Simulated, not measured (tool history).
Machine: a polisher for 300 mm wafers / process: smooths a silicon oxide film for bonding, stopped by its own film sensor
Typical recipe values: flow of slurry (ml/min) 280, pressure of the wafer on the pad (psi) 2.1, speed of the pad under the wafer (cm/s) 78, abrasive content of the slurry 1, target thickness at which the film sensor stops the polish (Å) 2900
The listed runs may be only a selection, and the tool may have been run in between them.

| run | hour | flow of slurry (ml/min) | pressure of the wafer on the pad (psi) | speed of the pad under the wafer (cm/s) | abrasive content of the slurry | target thickness at which the film sensor stops the polish (Å) | wafers since the last listed run | wafers polished on this pad | hours since the slurry nozzle was cleaned | hours since the head pressure was calibrated | hours since the slurry blender was calibrated | incoming thickness of the incoming film, nm | time until the film sensor stopped the polish (s) |
|---|---|---|---|---|---|---|---|---|---|---|---|---|---|
| 1 | 0 | 235 | 2.1 | 78 | 1 | 2900 | 0 | 153 | 237.9 | 377.7 | 99.2 | 344 | 91.4 |
|  | 6.1 | slurry nozzle cleaned |
| 2 | 39 | 235 | 2.1 | 78 | 1 | 2900 | 234 | 387 | 32.9 | 416.7 | 138.2 | 338.3 | 82.6 |
| 3 | 45.1 | 280 | 2.1 | 78 | 1 | 2900 | 37 | 425 | 39 | 422.8 | 144.3 | 336.9 | 77.9 |
|  | 52.1 | worn pad replaced by a new one, repeated, since the last time left the tool worse |
| 4 | 61.2 | 280 | 2.1 | 78 | 1 | 2900 | 74 | 56 | 55.1 | 438.9 | 160.4 | 340.5 | 72.8 |
| 5 | 77.8 | 280 | 2.1 | 78 | 1 | 2900 | 102 | 158 | 71.7 | 455.5 | 177 | 339.2 | 73.6 |
| 6 | 91.2 | 280 | 2.1 | 78 | 1 | 2900 | 82 | 241 | 85.1 | 468.9 | 190.4 | 339.4 | 73.8 |
|  | 99.1 | slurry blender recalibrated |
| 7 | 105.9 | 280 | 2.1 | 78 | 1 | 2900 | 78 | 319 | 99.8 | 483.6 | 6.8 | 334.1 | 66.8 |
| 8 | 117.9 | 280 | 2.1 | 78 | 1 | 2900 | 73 | 393 | 111.8 | 495.6 | 18.8 | 339.2 | 75 |
| 9 | 132.7 | 280 | 2.1 | 78 | 1 | 2900 | 91 | 484 | 126.6 | 510.4 | 33.6 | 341.5 | 77.7 |
| 10 | 146.8 | 280 | 2.2 | 78 | 1 | 2900 | 86 | 571 | 140.7 | 524.5 | 47.7 | 341.3 | 73.7 |
| 11 | 157.1 | 280 | 2.1 | 78 | 1 | 2900 | 63 | 635 | 151 | 534.8 | 58 | 336.2 | 70.2 |
| 12 | 164.7 | 330 | 2.1 | 86 | 0.85 | 2800 | 46 | 682 | 158.6 | 542.4 | 65.6 | 340.5 | 94.3 |
| 13 | 181.7 | 375 | 2.1 | 86 | 1.2 | 2900 | 104 | 786 | 175.6 | 559.4 | 82.6 | 336.5 | 60.5 |
| 14 | 193.4 | 280 | 2.5 | 78 | 1 | 2900 | 72 | 859 | 187.3 | 571.1 | 94.3 | 339.2 | 62.1 |
| 15 | 204.1 | 280 | 2.1 | 52 | 1 | 2900 | 65 | 925 | 198 | 581.8 | 105 | 335.4 | 87.5 |
| 16 | 216.8 | 250 | 2.6 | 90 | 1 | 2900 | 78 | 1003 | 210.7 | 594.5 | 117.7 | 342.8 | 60.2 |
|  | 224.4 | head pressure recalibrated |
| 17 | 227.8 | 240 | 1.5 | 78 | 1.15 | 2900 | 55 | 1058 | 221.7 | 3.4 | 128.7 | 336.1 | 91.9 |
|  | 230.1 | slurry nozzle cleaned |
| 18 | 244.3 | 280 | 2.1 | 86 | 1 | 2900 | 95 | 1154 | 14.2 | 19.9 | 145.2 | 343.1 | 76.9 |

Run 19, settings as shown, results not yet in. Your forecast:
|  | 251.7 | worn pad replaced by a new one |
| 19 | 262 | 280 | 2.1 | 78 | 0.9 | 2900 | 84 | 63 | 31.9 | 37.6 | 162.9 | 345.4 | ? |

For run 19 the tool returned time until the film sensor stopped the polish (s) 86.2.
With no hidden state in the tool, this same run would have given time until the film sensor stopped the polish (s) 84.3.
